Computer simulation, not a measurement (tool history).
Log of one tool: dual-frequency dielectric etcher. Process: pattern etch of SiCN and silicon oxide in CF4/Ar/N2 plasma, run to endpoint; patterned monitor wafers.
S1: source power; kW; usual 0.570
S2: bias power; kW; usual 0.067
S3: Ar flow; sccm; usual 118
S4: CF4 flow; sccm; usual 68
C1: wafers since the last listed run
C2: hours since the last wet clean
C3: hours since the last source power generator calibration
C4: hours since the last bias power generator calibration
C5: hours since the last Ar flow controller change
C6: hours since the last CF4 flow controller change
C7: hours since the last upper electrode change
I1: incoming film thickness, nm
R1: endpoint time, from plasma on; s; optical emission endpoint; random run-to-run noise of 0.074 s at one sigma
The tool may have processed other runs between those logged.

| run | hour | S1 | S2 | S3 | S4 | C1 | C2 | C3 | C4 | C5 | C6 | C7 | I1 | R1 |
|---|---|---|---|---|---|---|---|---|---|---|---|---|---|---|
| 1 | 0.0 | 0.570 | 0.067 | 118 | 68 | 0 | 37.6 | 2922.3 | 4.8 | 4.4 | 4100.3 | 3858.3 | 9.89 | 8.8 |
| 2 | 11.0 | 0.570 | 0.067 | 118 | 68 | 176 | 48.6 | 2933.3 | 15.8 | 15.4 | 4111.3 | 3869.3 | 9.79 | 8.6 |
| 3 | 23.0 | 0.570 | 0.067 | 118 | 68 | 192 | 60.6 | 2945.3 | 27.8 | 27.4 | 4123.3 | 3881.3 | 9.81 | 8.5 |
| 4 | 32.7 | 0.570 | 0.067 | 134 | 68 | 155 | 70.3 | 2955.0 | 37.5 | 37.1 | 4133.0 | 3891.0 | 9.84 | 8.8 |
| 5 | 44.4 | 0.450 | 0.067 | 118 | 58 | 188 | 82.0 | 2966.7 | 49.2 | 48.8 | 4144.7 | 3902.7 | 9.72 | 10.7 |
| 6 | 55.3 | 0.480 | 0.067 | 145 | 82 | 175 | 92.9 | 2977.6 | 60.1 | 59.7 | 4155.6 | 3913.6 | 9.79 | 10.0 |
|  | 69.6 | CF4 flow controller replaced |
|  | 74.1 | source power generator calibrated |
| 7 | 74.6 | 0.620 | 0.077 | 118 | 80 | 149 | 112.2 | 0.5 | 79.4 | 79.0 | 5.0 | 3932.9 | 9.82 | 7.4 |
| 8 | 74.9 | 0.440 | 0.067 | 104 | 68 | 4 | 112.5 | 0.8 | 79.7 | 79.3 | 5.3 | 3933.2 | 9.78 | 10.4 |
| 9 | 85.4 | 0.570 | 0.067 | 118 | 73 | 168 | 123.0 | 11.3 | 90.2 | 89.8 | 15.8 | 3943.7 | 9.87 | 8.4 |
| 10 | 102.0 | 0.570 | 0.053 | 118 | 68 | 266 | 139.6 | 27.9 | 106.8 | 106.4 | 32.4 | 3960.3 | 9.86 | 9.4 |
| 11 | 108.5 | 0.570 | 0.074 | 118 | 68 | 104 | 146.1 | 34.4 | 113.3 | 112.9 | 38.9 | 3966.8 | 9.83 | 8.3 |
|  | 137.2 | upper electrode replaced |
| 12 | 137.7 | 0.570 | 0.067 | 106 | 68 | 83 | 175.3 | 63.6 | 142.5 | 142.1 | 68.1 | 0.5 | 9.85 | 8.3 |
| 13 | 138.0 | 0.450 | 0.067 | 118 | 68 | 4 | 175.6 | 63.9 | 142.8 | 142.4 | 68.4 | 0.8 | 9.87 | 10.5 |
| 14 | 138.4 | 0.650 | 0.067 | 128 | 68 | 6 | 176.0 | 64.3 | 143.2 | 142.8 | 68.8 | 1.2 | 9.78 | 7.6 |
| 15 | 147.9 | 0.570 | 0.067 | 118 | 68 | 152 | 185.5 | 73.8 | 152.7 | 152.3 | 78.3 | 10.7 | 9.73 | 8.4 |

Expected results for the next run?
| 16 | 165.3 | 0.570 | 0.067 | 118 | 64 | 279 | 202.9 | 91.2 | 170.1 | 169.7 | 95.7 | 28.1 | 9.87 | ? |

Run 16 measured R1 8.8 s.
The same run, on a tool lacking any hidden state, would have yielded R1 9.1 s.
